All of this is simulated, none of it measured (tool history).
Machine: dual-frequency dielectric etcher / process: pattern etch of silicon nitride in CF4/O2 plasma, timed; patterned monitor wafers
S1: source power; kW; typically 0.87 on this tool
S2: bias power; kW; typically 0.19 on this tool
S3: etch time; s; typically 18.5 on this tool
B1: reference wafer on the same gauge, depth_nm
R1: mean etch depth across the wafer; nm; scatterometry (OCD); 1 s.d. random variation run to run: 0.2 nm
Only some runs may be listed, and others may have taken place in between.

run,hour,S1,S2,S3,B1,R1
1,0,0.95,0.208,18.5,55.5,73.9
# hour 66: bias power generator calibrated
2,180.7,0.87,0.19,18.5,55.6,65.2
3,221.4,0.87,0.19,18.5,55.5,65.7
4,274.4,0.87,0.19,18.5,55.5,65.4
# hour 340.3: upper electrode replaced
5,340.8,0.97,0.19,18.5,55.5,73.6
6,395.1,0.87,0.19,18.5,55.4,65.7
# hour 517: wet clean of the chamber
7,576.2,0.87,0.19,18.5,55.5,64.5
8,614.1,0.69,0.164,21,55.5,54.1
9,643.2,0.95,0.208,18.5,55.5,72.9
10,711.2,0.74,0.231,23,55.5,72.6
11,781.2,0.66,0.19,18.5,55.5,48.1
12,831.7,0.77,0.19,18.5,55.6,56.8
# hour 857.6: gauge calibrated
# hour 877.3: source power generator calibrated
13,883.1,0.68,0.161,18.5,55.6,48.6
14,914,0.87,0.19,21,55.5,76.9
15,981,0.97,0.167,18.5,55.5,72.6
16,1051.9,0.87,0.19,18.5,55.5,67.9
# hour 1078.4: wet clean of the chamber
17,1091.6,0.93,0.164,22,55.4,81.1
18,1139.7,0.87,0.19,18.5,55.5,67.2
19,1190.8,0.87,0.202,18.5,55.5,68.7
20,1238.4,0.93,0.19,18.5,55.5,71.9
21,1265.1,0.8,0.232,16.5,55.5,58.8
22,1318.8,0.87,0.19,18.5,55.5,67
23,1386.9,0.99,0.213,21.5,55.5,93.2
24,1419.8,0.97,0.19,18.5,55.4,75
25,1468.2,1.02,0.216,20,55.5,89.9
26,1513.5,0.99,0.213,21.5,55.5,93.5
27,1576.7,0.87,0.19,18.5,55.5,67.5
28,1609.3,1.03,0.205,15.5,55.4,69
# hour 1634.9: wet clean of the chamber
29,1679.7,0.87,0.213,15.5,55.5,57.7
30,1736.3,1.03,0.19,14,55.5,59.1

Each row is a separate what-if for the run after 30, all from the same tool condition, not one after another. Results?
A,1736.7,1,0.19,18.5,?,?
B,1736.7,0.76,0.167,21,?,?
C,1736.7,0.95,0.15,15.5,?,?
D,1736.7,1.08,0.223,16.5,?,?

run,B1,R1
A,55.5,75.8
B,55.5,61.6
C,55.5,55.4
D,55.5,77.5
Take away the tool's hidden state, keep each run's random variation, and the runs would have read:
run,R1
A,76.8
B,62.3
C,56.1
D,78.5
